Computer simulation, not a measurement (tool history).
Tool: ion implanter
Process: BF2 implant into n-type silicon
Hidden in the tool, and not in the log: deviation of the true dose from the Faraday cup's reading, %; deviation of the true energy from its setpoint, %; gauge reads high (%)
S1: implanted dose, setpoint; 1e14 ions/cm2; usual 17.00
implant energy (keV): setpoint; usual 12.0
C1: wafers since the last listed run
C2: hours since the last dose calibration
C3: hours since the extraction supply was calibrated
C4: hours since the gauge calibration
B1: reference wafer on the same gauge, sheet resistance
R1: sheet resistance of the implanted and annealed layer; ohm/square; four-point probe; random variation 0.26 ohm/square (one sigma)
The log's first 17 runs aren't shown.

run 18 hour=1109.0 | S1=17.00 implant_energy_(keV)=12.0 | C1=310 C2=29.9 C3=184.3 C4=2166.6 | B1=198.00 | R1=171.57
run 19 hour=1134.4 | S1=18.31 implant_energy_(keV)=13.0 | C1=268 C2=55.3 C3=209.7 C4=2192.0 | B1=197.90 | R1=165.71
run 20 hour=1158.8 | S1=12.67 implant_energy_(keV)=14.0 | C1=258 C2=79.7 C3=234.1 C4=2216.4 | B1=197.97 | R1=171.19
run 21 hour=1187.2 | S1=17.00 implant_energy_(keV)=14.5 | C1=300 C2=108.1 C3=262.5 C4=2244.8 | B1=197.99 | R1=160.80
run 22 hour=1242.4 | S1=21.55 implant_energy_(keV)=12.0 | C1=583 C2=163.3 C3=317.7 C4=2300.0 | B1=198.06 | R1=168.16
run 23 hour=1284.6 | S1=17.00 implant_energy_(keV)=12.0 | C1=446 C2=205.5 C3=359.9 C4=2342.2 | B1=197.93 | R1=171.71
run 24 hour=1351.9 | S1=17.00 implant_energy_(keV)=15.0 | C1=711 C2=272.8 C3=427.2 C4=2409.5 | B1=197.91 | R1=158.51
-- hour=1502.2 gauge calibrated
run 25 hour=1526.1 | S1=22.02 implant_energy_(keV)=10.5 | C1=1842 C2=447.0 C3=601.4 C4=23.9 | B1=198.01 | R1=174.82
run 26 hour=1568.8 | S1=19.89 implant_energy_(keV)=12.0 | C1=451 C2=489.7 C3=644.1 C4=66.6 | B1=198.04 | R1=168.99
run 27 hour=1607.3 | S1=17.00 implant_energy_(keV)=9.0 | C1=407 C2=528.2 C3=682.6 C4=105.1 | B1=198.07 | R1=186.24
run 28 hour=1641.3 | S1=17.00 implant_energy_(keV)=10.0 | C1=359 C2=562.2 C3=716.6 C4=139.1 | B1=197.96 | R1=180.97
run 29 hour=1687.9 | S1=17.00 implant_energy_(keV)=12.0 | C1=492 C2=608.8 C3=763.2 C4=185.7 | B1=198.03 | R1=171.07
run 30 hour=1798.7 | S1=14.80 implant_energy_(keV)=12.0 | C1=1171 C2=719.6 C3=874.0 C4=296.5 | B1=198.06 | R1=173.94
run 31 hour=1866.2 | S1=17.00 implant_energy_(keV)=12.0 | C1=713 C2=787.1 C3=941.5 C4=364.0 | B1=198.01 | R1=170.97
run 32 hour=2002.0 | S1=19.09 implant_energy_(keV)=9.0 | C1=1436 C2=922.9 C3=1077.3 C4=499.8 | B1=197.96 | R1=184.40
run 33 hour=2069.8 | S1=12.80 implant_energy_(keV)=10.0 | C1=717 C2=990.7 C3=1145.1 C4=567.6 | B1=198.00 | R1=188.22
run 34 hour=2105.6 | S1=18.72 implant_energy_(keV)=12.0 | C1=378 C2=1026.5 C3=1180.9 C4=603.4 | B1=198.00 | R1=169.32
run 35 hour=2177.1 | S1=14.31 implant_energy_(keV)=11.0 | C1=756 C2=1098.0 C3=1252.4 C4=674.9 | B1=198.05 | R1=179.46
run 36 hour=2219.3 | S1=17.00 implant_energy_(keV)=12.0 | C1=446 C2=1140.2 C3=1294.6 C4=717.1 | B1=197.95 | R1=170.42
run 37 hour=2258.8 | S1=17.00 implant_energy_(keV)=12.0 | C1=417 C2=1179.7 C3=1334.1 C4=756.6 | B1=198.09 | R1=170.74

Forecast each of these 4 alternatives for the next run:
run A hour=2259.2 | S1=13.12 implant_energy_(keV)=12.0 | C1=4 C2=1180.1 C3=1334.5 C4=757.0 | B1=? | R1=?
run B hour=2259.2 | S1=13.98 implant_energy_(keV)=13.0 | C1=4 C2=1180.1 C3=1334.5 C4=757.0 | B1=? | R1=?
run C hour=2259.2 | S1=12.48 implant_energy_(keV)=9.0 | C1=4 C2=1180.1 C3=1334.5 C4=757.0 | B1=? | R1=?
run D hour=2259.2 | S1=21.88 implant_energy_(keV)=12.0 | C1=4 C2=1180.1 C3=1334.5 C4=757.0 | B1=? | R1=?

run=A B1=198.01 R1=176.99
run=B B1=198.01 R1=170.45
run=C B1=198.01 R1=194.42
run=D B1=198.01 R1=167.02
Without the tool's hidden state the same runs would have given:
run=A R1=178.21
run=B R1=171.52
run=C R1=195.86
run=D R1=167.53

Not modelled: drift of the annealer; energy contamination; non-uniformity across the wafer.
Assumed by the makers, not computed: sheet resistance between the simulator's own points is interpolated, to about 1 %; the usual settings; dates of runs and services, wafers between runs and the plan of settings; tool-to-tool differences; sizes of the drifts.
